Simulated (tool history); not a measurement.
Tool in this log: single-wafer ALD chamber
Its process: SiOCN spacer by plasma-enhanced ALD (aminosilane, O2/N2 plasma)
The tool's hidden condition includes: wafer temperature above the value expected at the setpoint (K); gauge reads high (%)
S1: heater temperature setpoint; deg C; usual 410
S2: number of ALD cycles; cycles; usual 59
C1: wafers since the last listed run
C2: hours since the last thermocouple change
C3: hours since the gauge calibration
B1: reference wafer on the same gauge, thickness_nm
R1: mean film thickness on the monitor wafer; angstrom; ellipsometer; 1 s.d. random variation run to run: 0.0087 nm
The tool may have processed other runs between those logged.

run,hour,S1,S2,C1,C2,C3,B1,R1
1,0,410,59,0,700.3,243.3,3.046,34.83
# hour 3.6: gauge calibrated
2,17.8,410,59,76,718.1,14.2,3.022,34.52
3,35.2,417,59,75,735.5,31.6,3.025,34.11
4,50.1,417,59,64,750.4,46.5,3.029,33.98
5,58.4,417,59,35,758.7,54.8,3.027,33.87
6,75.9,410,59,75,776.2,72.3,3.031,34.83
7,120,410,59,190,820.3,116.4,3.039,34.72
8,135.6,410,59,67,835.9,132,3.038,34.63
9,188.7,410,59,229,889,185.1,3.042,34.86
10,197.4,410,59,37,897.7,193.8,3.041,35.06
11,211.5,405,59,60,911.8,207.9,3.041,35.24
12,222.6,399,68,47,922.9,219,3.043,41.23
13,236,410,48,57,936.3,232.4,3.043,28.45
# hour 239.7: gauge calibrated
14,245.4,410,59,40,945.7,5.7,3.027,34.67
# hour 263.6: thermocouple changed; heater temperature recalibrated
15,264.1,410,62,46,0.5,24.4,3.034,36.58
16,270.7,410,59,28,7.1,31,3.032,34.62
17,283.9,402,51,57,20.3,44.2,3.037,30.68
18,295.4,410,59,49,31.8,55.7,3.038,34.9
19,302,410,59,28,38.4,62.3,3.041,34.84
20,314.9,425,48,55,51.3,75.2,3.043,27.31
21,328.5,398,52,58,64.9,88.8,3.043,31.79
22,361,421,52,140,97.4,121.3,3.047,29.78
23,367.1,410,59,26,103.5,127.4,3.046,34.77

Subtracting, for every run, the result it would have given without the tool's unlogged condition from the measured result gives the following. The same run-to-run variation enters both numbers; the gauge's scatter may not:
run,R1
1,+0.28
2,+0
3,+0.06
4,+0.09
5,+0.11
6,+0.15
7,+0.2
8,+0.21
9,+0.24
10,+0.24
11,+0.25
12,+0.29
13,+0.2
14,+0.06
15,+0.13
16,+0.15
17,+0.16
18,+0.21
19,+0.22
20,+0.19
21,+0.25
22,+0.25
23,+0.3
